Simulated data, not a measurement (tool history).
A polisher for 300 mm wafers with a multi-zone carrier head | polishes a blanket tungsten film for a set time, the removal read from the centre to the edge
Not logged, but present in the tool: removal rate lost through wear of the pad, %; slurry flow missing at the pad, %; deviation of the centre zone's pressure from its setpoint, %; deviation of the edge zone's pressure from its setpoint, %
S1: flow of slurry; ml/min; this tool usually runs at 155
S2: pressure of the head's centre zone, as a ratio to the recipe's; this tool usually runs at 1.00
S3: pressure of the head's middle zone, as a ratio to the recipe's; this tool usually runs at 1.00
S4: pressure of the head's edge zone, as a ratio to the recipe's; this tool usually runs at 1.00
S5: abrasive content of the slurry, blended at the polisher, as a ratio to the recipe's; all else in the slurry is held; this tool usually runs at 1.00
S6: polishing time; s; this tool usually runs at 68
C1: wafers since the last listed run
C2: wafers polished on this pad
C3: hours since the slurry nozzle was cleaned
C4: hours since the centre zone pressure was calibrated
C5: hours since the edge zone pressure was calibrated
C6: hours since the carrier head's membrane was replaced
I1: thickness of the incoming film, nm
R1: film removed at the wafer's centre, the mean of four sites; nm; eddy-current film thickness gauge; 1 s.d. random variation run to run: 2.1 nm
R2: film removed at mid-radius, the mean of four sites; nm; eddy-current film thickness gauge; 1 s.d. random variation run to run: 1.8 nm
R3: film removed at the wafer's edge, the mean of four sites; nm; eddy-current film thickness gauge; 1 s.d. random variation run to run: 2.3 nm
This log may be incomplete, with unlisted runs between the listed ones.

run    hour   S1    S2    S3    S4    S5  S6    C1    C2     C3      C4      C5      C6     I1     R1     R2     R3
  1     0.0  155  1.00  0.93  1.00  1.00  61     0  2328  569.7  1200.4  1050.7   516.9  930.8  141.4  129.4  135.3
       35.9  -- worn pad replaced by a new one
  2    74.2  155  1.00  1.00  1.00  1.00  68   636   346  643.9  1274.6  1124.9   591.1  930.8  172.0  172.8  162.9
       77.7  -- slurry nozzle cleaned
  3   136.8  155  1.00  1.00  1.00  1.00  68   558   904   59.1  1337.2  1187.5   653.7  941.5  169.6  160.8  156.3
  4   199.6  155  1.00  1.05  1.00  1.00  68   568  1473  121.9  1400.0  1250.3   716.5  924.1  160.3  163.7  151.3
  5   225.5  155  1.00  1.05  1.00  1.00  68   234  1708  147.8  1425.9  1276.2   742.4  949.1  162.1  161.6  158.7
      255.1  -- edge zone pressure recalibrated
  6   288.7  155  1.00  1.00  1.00  1.00  54   554  2263  211.0  1489.1    33.6   805.6  937.8  128.8  123.5  121.4
      308.4  -- worn pad replaced by a new one
  7   355.3  155  1.00  1.00  1.00  1.00  54   567   425  277.6  1555.7   100.2   872.2  924.1  133.8  131.5  129.6
  8   406.8  195  1.00  1.00  1.00  1.00  68   466   891  329.1  1607.2   151.7   923.7  948.3  173.3  164.1  162.4
  9   461.6  195  1.00  1.00  1.00  1.00  68   496  1388  383.9  1662.0   206.5   978.5  927.9  172.2  162.8  160.3
      476.3  -- centre zone pressure recalibrated
 10   490.1  195  1.00  1.00  1.00  1.00  68   240  1628  412.4    13.8   235.0  1007.0  941.9  163.4  159.2  153.7
 11   521.4  155  0.88  1.05  1.00  1.10  55   283  1911  443.7    45.1   266.3  1038.3  942.1  118.6  136.5  129.5
      557.6  -- worn pad replaced by a new one
      714.7  -- slurry nozzle cleaned
 12   725.1  110  1.00  1.00  1.09  1.15  47  1800  1508   10.4   248.8   470.0  1242.0  939.8  109.7  108.1  110.8
 13   751.8  195  1.00  1.00  0.97  1.00  68   241  1750   37.1   275.5   496.7  1268.7  921.7  163.3  162.4  150.6
 14   808.4  120  1.10  1.10  0.89  1.00  68   512  2263   93.7   332.1   553.3  1325.3  938.2  169.6  165.2  138.6
 15   840.0  155  1.00  0.94  1.00  1.00  88   286  2549  125.3   363.7   584.9  1356.9  954.7  202.8  192.3  197.3
      880.6  -- worn pad replaced by a new one
      894.1  -- carrier head's membrane replaced by a new one
 16   906.2  155  1.00  1.00  1.00  1.00  68   518   187  191.5   429.9   651.1    12.1  924.4  177.8  171.5  165.5
 17   946.6  155  1.00  1.00  1.00  0.75  68   366   553  231.9   470.3   691.5    52.5  935.0  152.8  149.4  148.0
 18  1038.5  155  0.88  1.05  1.00  1.10  55   832  1385  323.8   562.2   783.4   144.4  940.8  120.3  139.9  127.2
 19  1079.8  155  1.00  1.00  0.94  1.00  68   374  1759  365.1   603.5   824.7   185.7  949.0  161.2  155.5  153.1
 20  1143.3  110  1.00  1.00  1.00  1.00  68   575  2335  428.6   667.0   888.2   249.2  948.4  153.1  148.2  147.2
     1169.5  -- worn pad replaced by a new one
 21  1187.7  130  1.00  1.00  1.00  1.15  68   366   165  473.0   711.4   932.6   293.6  922.0  184.3  177.5  172.1
 22  1230.6  155  1.00  1.00  1.00  1.00  68   388   553  515.9   754.3   975.5   336.5  925.0  168.1  165.3  161.7

The same runs without the tool's hidden state, with the same run-to-run variation:
run     R1     R2     R3
  1  161.5  147.7  154.5
  2  180.7  181.6  171.2
  3  186.1  176.5  171.5
  4  180.2  184.0  170.0
  5  183.3  182.7  179.4
  6  147.0  141.0  138.6
  7  142.0  139.6  137.5
  8  190.4  180.3  178.4
  9  193.3  182.8  179.9
 10  184.9  180.1  173.9
 11  135.0  155.3  147.4
 12  124.2  122.4  125.5
 13  186.0  185.1  171.7
 14  195.0  189.9  159.3
 15  233.8  221.6  227.4
 16  183.9  177.3  171.1
 17  163.7  160.0  158.5
 18  134.4  156.4  142.2
 19  182.0  175.5  172.7
 20  174.3  168.7  167.5
 21  190.3  183.3  177.8
 22  180.7  177.6  173.8

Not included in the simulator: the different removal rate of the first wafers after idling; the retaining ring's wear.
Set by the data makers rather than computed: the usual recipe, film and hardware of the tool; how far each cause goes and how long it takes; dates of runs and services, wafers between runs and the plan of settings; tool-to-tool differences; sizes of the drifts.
